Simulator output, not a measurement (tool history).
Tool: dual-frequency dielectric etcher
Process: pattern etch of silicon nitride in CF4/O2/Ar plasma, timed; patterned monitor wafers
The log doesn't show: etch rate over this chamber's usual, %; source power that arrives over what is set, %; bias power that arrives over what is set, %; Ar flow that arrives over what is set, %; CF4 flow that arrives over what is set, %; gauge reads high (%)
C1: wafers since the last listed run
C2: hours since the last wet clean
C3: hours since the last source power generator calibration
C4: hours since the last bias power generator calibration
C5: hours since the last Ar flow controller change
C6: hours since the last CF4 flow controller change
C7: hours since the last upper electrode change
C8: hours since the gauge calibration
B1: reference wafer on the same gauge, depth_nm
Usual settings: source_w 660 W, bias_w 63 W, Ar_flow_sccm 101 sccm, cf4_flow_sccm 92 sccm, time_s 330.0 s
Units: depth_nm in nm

{"run": 1, "hour": 0.0, "source_w": 660, "bias_w": 63, "Ar_flow_sccm": 101, "cf4_flow_sccm": 92, "time_s": 330.0, "C1": 0, "C2": 508.5, "C3": 4055.4, "C4": 524.6, "C5": 415.5, "C6": 4129.7, "C7": 2478.8, "C8": 126.9, "B1": 911.0, "depth_nm": 867.9}
{"run": 2, "hour": 28.7, "source_w": 560, "bias_w": 57, "Ar_flow_sccm": 84, "cf4_flow_sccm": 92, "time_s": 233.5, "C1": 83, "C2": 537.2, "C3": 4084.1, "C4": 553.3, "C5": 444.2, "C6": 4158.4, "C7": 2507.5, "C8": 155.6, "B1": 912.3, "depth_nm": 527.1}
{"run": 3, "hour": 77.2, "source_w": 660, "bias_w": 76, "Ar_flow_sccm": 101, "cf4_flow_sccm": 92, "time_s": 257.5, "C1": 141, "C2": 585.7, "C3": 4132.6, "C4": 601.8, "C5": 492.7, "C6": 4206.9, "C7": 2556.0, "C8": 204.1, "B1": 913.2, "depth_nm": 725.0}
{"run": 4, "hour": 112.1, "source_w": 660, "bias_w": 63, "Ar_flow_sccm": 101, "cf4_flow_sccm": 92, "time_s": 418.5, "C1": 102, "C2": 620.6, "C3": 4167.5, "C4": 636.7, "C5": 527.6, "C6": 4241.8, "C7": 2590.9, "C8": 239.0, "B1": 912.4, "depth_nm": 1100.8}
{"run": 5, "hour": 140.3, "source_w": 810, "bias_w": 68, "Ar_flow_sccm": 101, "cf4_flow_sccm": 92, "time_s": 330.0, "C1": 82, "C2": 648.8, "C3": 4195.7, "C4": 664.9, "C5": 555.8, "C6": 4270.0, "C7": 2619.1, "C8": 267.2, "B1": 911.6, "depth_nm": 1063.2}
{"hour": 169.8, "done": "wet clean of the chamber"}
{"run": 6, "hour": 174.8, "source_w": 660, "bias_w": 63, "Ar_flow_sccm": 101, "cf4_flow_sccm": 92, "time_s": 330.0, "C1": 30, "C2": 5.0, "C3": 4230.2, "C4": 699.4, "C5": 590.3, "C6": 4304.5, "C7": 2653.6, "C8": 301.7, "B1": 913.3, "depth_nm": 889.5}
{"run": 7, "hour": 203.0, "source_w": 560, "bias_w": 63, "Ar_flow_sccm": 80, "cf4_flow_sccm": 98, "time_s": 330.0, "C1": 82, "C2": 33.2, "C3": 4258.4, "C4": 727.6, "C5": 618.5, "C6": 4332.7, "C7": 2681.8, "C8": 329.9, "B1": 912.8, "depth_nm": 790.7}
{"run": 8, "hour": 227.3, "source_w": 780, "bias_w": 49, "Ar_flow_sccm": 85, "cf4_flow_sccm": 92, "time_s": 367.5, "C1": 71, "C2": 57.5, "C3": 4282.7, "C4": 751.9, "C5": 642.8, "C6": 4357.0, "C7": 2706.1, "C8": 354.2, "B1": 911.4, "depth_nm": 1072.9}
{"hour": 242.6, "done": "source power generator calibrated"}
{"run": 9, "hour": 288.9, "source_w": 660, "bias_w": 63, "Ar_flow_sccm": 101, "cf4_flow_sccm": 92, "time_s": 330.0, "C1": 168, "C2": 119.1, "C3": 46.3, "C4": 813.5, "C5": 704.4, "C6": 4418.6, "C7": 2767.7, "C8": 415.8, "B1": 911.9, "depth_nm": 883.7}
{"run": 10, "hour": 352.8, "source_w": 660, "bias_w": 63, "Ar_flow_sccm": 101, "cf4_flow_sccm": 102, "time_s": 330.0, "C1": 186, "C2": 183.0, "C3": 110.2, "C4": 877.4, "C5": 768.3, "C6": 4482.5, "C7": 2831.6, "C8": 479.7, "B1": 911.4, "depth_nm": 886.6}
{"run": 11, "hour": 414.4, "source_w": 790, "bias_w": 63, "Ar_flow_sccm": 101, "cf4_flow_sccm": 92, "time_s": 330.0, "C1": 180, "C2": 244.6, "C3": 171.8, "C4": 939.0, "C5": 829.9, "C6": 4544.1, "C7": 2893.2, "C8": 541.3, "B1": 910.9, "depth_nm": 1035.4}

The next listed run, before its measurement:
{"hour": 473.9, "done": "CF4 flow controller replaced"}
{"hour": 491.8, "done": "upper electrode replaced"}
{"run": 12, "hour": 492.3, "source_w": 660, "bias_w": 63, "Ar_flow_sccm": 101, "cf4_flow_sccm": 92, "time_s": 394.0, "C1": 157, "C2": 322.5, "C3": 249.7, "C4": 1016.9, "C5": 907.8, "C6": 18.4, "C7": 0.5, "C8": 619.2, "B1": "?", "depth_nm": "?"}

Run 12 gave B1 912.9, depth_nm 1047.5 nm.
Without the tool's hidden state the same run would have given depth_nm 1053.5 nm.
